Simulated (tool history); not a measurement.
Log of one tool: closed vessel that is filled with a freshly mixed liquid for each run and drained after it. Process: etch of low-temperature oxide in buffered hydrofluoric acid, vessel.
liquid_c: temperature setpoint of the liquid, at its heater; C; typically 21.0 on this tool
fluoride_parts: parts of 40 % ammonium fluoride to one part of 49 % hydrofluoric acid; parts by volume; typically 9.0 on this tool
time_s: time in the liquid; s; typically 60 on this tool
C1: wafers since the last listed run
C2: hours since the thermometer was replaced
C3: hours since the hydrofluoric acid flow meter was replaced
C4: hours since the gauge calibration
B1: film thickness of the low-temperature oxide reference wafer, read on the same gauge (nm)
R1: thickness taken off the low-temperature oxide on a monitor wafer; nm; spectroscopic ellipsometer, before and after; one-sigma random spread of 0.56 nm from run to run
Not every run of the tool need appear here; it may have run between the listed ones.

{"run": 1, "hour": 0.0, "liquid_c": 21.0, "fluoride_parts": 8.0, "time_s": 60, "C1": 0, "C2": 472.4, "C3": 284.2, "C4": 90.7, "B1": 30.02, "R1": 201.74}
{"run": 2, "hour": 48.3, "liquid_c": 21.0, "fluoride_parts": 9.0, "time_s": 70, "C1": 5032, "C2": 520.7, "C3": 332.5, "C4": 139.0, "B1": 29.96, "R1": 207.44}
{"run": 3, "hour": 109.8, "liquid_c": 21.0, "fluoride_parts": 9.0, "time_s": 70, "C1": 6408, "C2": 582.2, "C3": 394.0, "C4": 200.5, "B1": 29.96, "R1": 208.22}
{"run": 4, "hour": 157.5, "liquid_c": 21.0, "fluoride_parts": 9.0, "time_s": 70, "C1": 4970, "C2": 629.9, "C3": 441.7, "C4": 248.2, "B1": 30.0, "R1": 209.37}
{"run": 5, "hour": 215.2, "liquid_c": 21.0, "fluoride_parts": 9.0, "time_s": 60, "C1": 6012, "C2": 687.6, "C3": 499.4, "C4": 305.9, "B1": 29.99, "R1": 178.52}
{"hour": 237.7, "done": "hydrofluoric acid flow meter replaced"}
{"run": 6, "hour": 264.8, "liquid_c": 21.0, "fluoride_parts": 9.0, "time_s": 60, "C1": 5064, "C2": 737.2, "C3": 27.1, "C4": 355.5, "B1": 30.0, "R1": 178.65}
{"run": 7, "hour": 321.3, "liquid_c": 21.0, "fluoride_parts": 9.0, "time_s": 60, "C1": 5887, "C2": 793.7, "C3": 83.6, "C4": 412.0, "B1": 30.03, "R1": 177.44}
{"run": 8, "hour": 362.4, "liquid_c": 21.0, "fluoride_parts": 9.0, "time_s": 60, "C1": 4282, "C2": 834.8, "C3": 124.7, "C4": 453.1, "B1": 29.99, "R1": 178.56}
{"run": 9, "hour": 429.8, "liquid_c": 24.5, "fluoride_parts": 10.0, "time_s": 60, "C1": 7023, "C2": 902.2, "C3": 192.1, "C4": 520.5, "B1": 29.97, "R1": 202.54}
{"run": 10, "hour": 471.7, "liquid_c": 24.5, "fluoride_parts": 10.0, "time_s": 60, "C1": 4366, "C2": 944.1, "C3": 234.0, "C4": 562.4, "B1": 30.01, "R1": 201.73}
{"run": 11, "hour": 508.4, "liquid_c": 21.0, "fluoride_parts": 9.0, "time_s": 60, "C1": 3824, "C2": 980.8, "C3": 270.7, "C4": 599.1, "B1": 30.02, "R1": 178.62}
{"run": 12, "hour": 564.9, "liquid_c": 21.0, "fluoride_parts": 9.0, "time_s": 60, "C1": 5887, "C2": 1037.3, "C3": 327.2, "C4": 655.6, "B1": 30.01, "R1": 177.27}
{"run": 13, "hour": 633.1, "liquid_c": 21.0, "fluoride_parts": 9.0, "time_s": 60, "C1": 7106, "C2": 1105.5, "C3": 395.4, "C4": 723.8, "B1": 30.02, "R1": 177.71}
{"hour": 651.1, "done": "gauge calibrated"}
{"run": 14, "hour": 661.4, "liquid_c": 21.0, "fluoride_parts": 7.0, "time_s": 60, "C1": 2948, "C2": 1133.8, "C3": 423.7, "C4": 10.3, "B1": 30.0, "R1": 233.98}
{"run": 15, "hour": 689.9, "liquid_c": 21.0, "fluoride_parts": 10.5, "time_s": 60, "C1": 2969, "C2": 1162.3, "C3": 452.2, "C4": 38.8, "B1": 30.04, "R1": 158.6}
{"hour": 727.9, "done": "hydrofluoric acid flow meter replaced"}
{"run": 16, "hour": 733.7, "liquid_c": 24.5, "fluoride_parts": 10.0, "time_s": 60, "C1": 4459, "C2": 1206.1, "C3": 5.8, "C4": 82.6, "B1": 30.0, "R1": 201.65}
{"run": 17, "hour": 763.5, "liquid_c": 18.5, "fluoride_parts": 9.0, "time_s": 60, "C1": 3105, "C2": 1235.9, "C3": 35.6, "C4": 112.4, "B1": 30.04, "R1": 154.62}
{"run": 18, "hour": 813.2, "liquid_c": 17.5, "fluoride_parts": 7.0, "time_s": 50, "C1": 5178, "C2": 1285.6, "C3": 85.3, "C4": 162.1, "B1": 30.0, "R1": 159.87}
{"run": 19, "hour": 874.0, "liquid_c": 21.0, "fluoride_parts": 11.0, "time_s": 60, "C1": 6335, "C2": 1346.4, "C3": 146.1, "C4": 222.9, "B1": 30.02, "R1": 152.42}
{"run": 20, "hour": 928.0, "liquid_c": 24.5, "fluoride_parts": 10.0, "time_s": 60, "C1": 5626, "C2": 1400.4, "C3": 200.1, "C4": 276.9, "B1": 29.94, "R1": 201.19}
{"hour": 938.6, "done": "thermometer replaced"}
{"run": 21, "hour": 962.2, "liquid_c": 17.0, "fluoride_parts": 6.0, "time_s": 75, "C1": 3459, "C2": 23.6, "C3": 234.3, "C4": 311.1, "B1": 30.03, "R1": 267.2}
{"run": 22, "hour": 1022.1, "liquid_c": 24.0, "fluoride_parts": 9.0, "time_s": 30, "C1": 6241, "C2": 83.5, "C3": 294.2, "C4": 371.0, "B1": 30.0, "R1": 104.99}
{"run": 23, "hour": 1078.7, "liquid_c": 21.0, "fluoride_parts": 9.0, "time_s": 60, "C1": 5897, "C2": 140.1, "C3": 350.8, "C4": 427.6, "B1": 30.03, "R1": 178.28}
{"run": 24, "hour": 1124.1, "liquid_c": 17.0, "fluoride_parts": 11.0, "time_s": 60, "C1": 4730, "C2": 185.5, "C3": 396.2, "C4": 473.0, "B1": 30.0, "R1": 121.28}
{"run": 25, "hour": 1177.7, "liquid_c": 24.0, "fluoride_parts": 10.5, "time_s": 60, "C1": 5585, "C2": 239.1, "C3": 449.8, "C4": 526.6, "B1": 29.98, "R1": 186.93}
{"run": 26, "hour": 1215.0, "liquid_c": 21.0, "fluoride_parts": 9.0, "time_s": 60, "C1": 3886, "C2": 276.4, "C3": 487.1, "C4": 563.9, "B1": 30.04, "R1": 177.57}
{"hour": 1228.4, "done": "hydrofluoric acid flow meter replaced"}
{"run": 27, "hour": 1281.5, "liquid_c": 17.0, "fluoride_parts": 11.0, "time_s": 60, "C1": 6825, "C2": 342.9, "C3": 53.1, "C4": 630.4, "B1": 29.98, "R1": 121.4}

Each row is a separate what-if for the run after 27, all from the same tool condition, not one after another. Results?
{"run": "A", "hour": 1282.2, "liquid_c": 21.0, "fluoride_parts": 6.0, "time_s": 60, "C1": 72, "C2": 343.6, "C3": 53.8, "C4": 631.1, "B1": "?", "R1": "?"}
{"run": "B", "hour": 1282.2, "liquid_c": 19.5, "fluoride_parts": 5.5, "time_s": 60, "C1": 72, "C2": 343.6, "C3": 53.8, "C4": 631.1, "B1": "?", "R1": "?"}
{"run": "C", "hour": 1282.2, "liquid_c": 21.0, "fluoride_parts": 9.0, "time_s": 80, "C1": 72, "C2": 343.6, "C3": 53.8, "C4": 631.1, "B1": "?", "R1": "?"}
{"run": "D", "hour": 1282.2, "liquid_c": 17.0, "fluoride_parts": 8.0, "time_s": 30, "C1": 72, "C2": 343.6, "C3": 53.8, "C4": 631.1, "B1": "?", "R1": "?"}

run=A B1=30.00 R1=266.21
run=B B1=30.00 R1=263.60
run=C B1=30.00 R1=236.55
run=D B1=30.00 R1=80.47
Without the tool's unlogged condition, the same runs would have read:
run=A R1=266.21
run=B R1=263.60
run=C R1=236.55
run=D R1=80.47
